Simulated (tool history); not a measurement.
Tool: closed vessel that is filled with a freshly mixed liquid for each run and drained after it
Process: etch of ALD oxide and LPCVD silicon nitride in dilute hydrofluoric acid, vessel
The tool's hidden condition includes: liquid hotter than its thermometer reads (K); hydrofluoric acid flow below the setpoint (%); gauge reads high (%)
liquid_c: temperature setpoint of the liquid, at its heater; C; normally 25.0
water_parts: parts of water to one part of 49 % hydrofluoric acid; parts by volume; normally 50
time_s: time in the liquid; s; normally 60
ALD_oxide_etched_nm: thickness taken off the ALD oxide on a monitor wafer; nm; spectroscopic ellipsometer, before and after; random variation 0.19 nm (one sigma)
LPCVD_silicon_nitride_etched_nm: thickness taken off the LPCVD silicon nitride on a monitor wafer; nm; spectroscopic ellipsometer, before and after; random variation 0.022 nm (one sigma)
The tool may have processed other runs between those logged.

| run | hour | liquid_c | water_parts | time_s | wafers since the last listed run | hours since the thermometer was replaced | hours since the hydrofluoric acid flow meter was replaced | hours since the gauge calibration | read-back film thickness of the ALD oxide reference wafer, read on the same gauge (nm) | read-back film thickness of the LPCVD silicon nitride reference wafer, read on the same gauge (nm) | ALD_oxide_etched_nm | LPCVD_silicon_nitride_etched_nm |
|---|---|---|---|---|---|---|---|---|---|---|---|---|
| 1 | 0.0 | 25.0 | 50 | 60 | 0 | 914.2 | 34.4 | 1898.5 | 29.99 | 30.011 | 20.75 | 0.635 |
| 2 | 52.5 | 25.0 | 50 | 60 | 4428 | 966.7 | 86.9 | 1951.0 | 30.00 | 30.007 | 20.93 | 0.601 |
| 3 | 112.5 | 25.0 | 50 | 60 | 5061 | 1026.7 | 146.9 | 2011.0 | 30.07 | 30.001 | 21.19 | 0.613 |
| 4 | 189.0 | 25.0 | 50 | 60 | 6452 | 1103.2 | 223.4 | 2087.5 | 29.99 | 29.998 | 21.02 | 0.624 |
| 5 | 239.2 | 25.0 | 50 | 75 | 4234 | 1153.4 | 273.6 | 2137.7 | 30.00 | 30.023 | 25.84 | 0.789 |
| 6 | 287.0 | 25.0 | 50 | 80 | 4032 | 1201.2 | 321.4 | 2185.5 | 29.99 | 29.974 | 27.68 | 0.900 |
| 7 | 323.4 | 25.0 | 50 | 60 | 3070 | 1237.6 | 357.8 | 2221.9 | 30.01 | 29.989 | 20.81 | 0.650 |
| 8 | 412.5 | 26.5 | 40 | 60 | 7515 | 1326.7 | 446.9 | 2311.0 | 29.97 | 30.000 | 28.71 | 0.872 |
| 9 | 464.9 | 25.0 | 60 | 60 | 4420 | 1379.1 | 499.3 | 2363.4 | 30.00 | 30.002 | 17.21 | 0.558 |
| 10 | 556.6 | 21.5 | 40 | 40 | 7735 | 1470.8 | 591.0 | 2455.1 | 30.00 | 30.011 | 15.17 | 0.438 |
| 11 | 619.1 | 27.0 | 50 | 60 | 5271 | 1533.3 | 653.5 | 2517.6 | 30.03 | 30.004 | 22.69 | 0.740 |
| 12 | 724.8 | 23.0 | 50 | 60 | 8915 | 1639.0 | 759.2 | 2623.3 | 30.03 | 30.010 | 19.42 | 0.563 |
|  | 878.1 | gauge calibrated |
| 13 | 889.5 | 25.0 | 50 | 60 | 13892 | 1803.7 | 923.9 | 11.4 | 30.02 | 29.989 | 20.91 | 0.618 |
| 14 | 943.4 | 29.0 | 50 | 60 | 4546 | 1857.6 | 977.8 | 65.3 | 30.00 | 29.994 | 24.36 | 0.809 |
| 15 | 988.8 | 20.0 | 50 | 40 | 3829 | 1903.0 | 1023.2 | 110.7 | 29.99 | 29.996 | 11.46 | 0.308 |
|  | 1019.2 | thermometer replaced |
| 16 | 1063.7 | 22.5 | 25 | 60 | 6233 | 44.5 | 1098.1 | 185.6 | 30.02 | 30.016 | 38.42 | 1.127 |
| 17 | 1116.6 | 27.5 | 40 | 60 | 4462 | 97.4 | 1151.0 | 238.5 | 30.01 | 30.021 | 29.50 | 0.893 |
| 18 | 1215.9 | 20.5 | 25 | 75 | 8376 | 196.7 | 1250.3 | 337.8 | 29.95 | 29.994 | 44.78 | 1.192 |
| 19 | 1270.6 | 22.0 | 35 | 60 | 4614 | 251.4 | 1305.0 | 392.5 | 30.03 | 30.007 | 26.81 | 0.702 |
| 20 | 1360.8 | 25.0 | 50 | 60 | 7608 | 341.6 | 1395.2 | 482.7 | 30.03 | 30.000 | 20.94 | 0.700 |
| 21 | 1460.8 | 21.5 | 40 | 40 | 8435 | 441.6 | 1495.2 | 582.7 | 29.99 | 30.029 | 15.29 | 0.422 |
| 22 | 1506.5 | 29.5 | 60 | 40 | 3854 | 487.3 | 1540.9 | 628.4 | 30.04 | 29.976 | 13.63 | 0.489 |
| 23 | 1555.8 | 28.0 | 60 | 45 | 4158 | 536.6 | 1590.2 | 677.7 | 30.00 | 30.017 | 14.42 | 0.512 |
| 24 | 1675.7 | 22.0 | 35 | 75 | 10113 | 656.5 | 1710.1 | 797.6 | 29.97 | 29.991 | 33.54 | 0.957 |
| 25 | 1752.8 | 28.0 | 30 | 70 | 6503 | 733.6 | 1787.2 | 874.7 | 30.00 | 30.002 | 47.53 | 1.475 |
|  | 1839.7 | hydrofluoric acid flow meter replaced |
| 26 | 1840.2 | 25.0 | 75 | 40 | 7288 | 821.0 | 0.5 | 962.1 | 29.99 | 29.985 | 8.86 | 0.290 |

What the log doesn't show, run by run:
liquid hotter than its thermometer reads (K): 0 across all the runs
hydrofluoric acid flow below the setpoint (%): 0 across all the runs
gauge reads high (%): 0 across all the runs
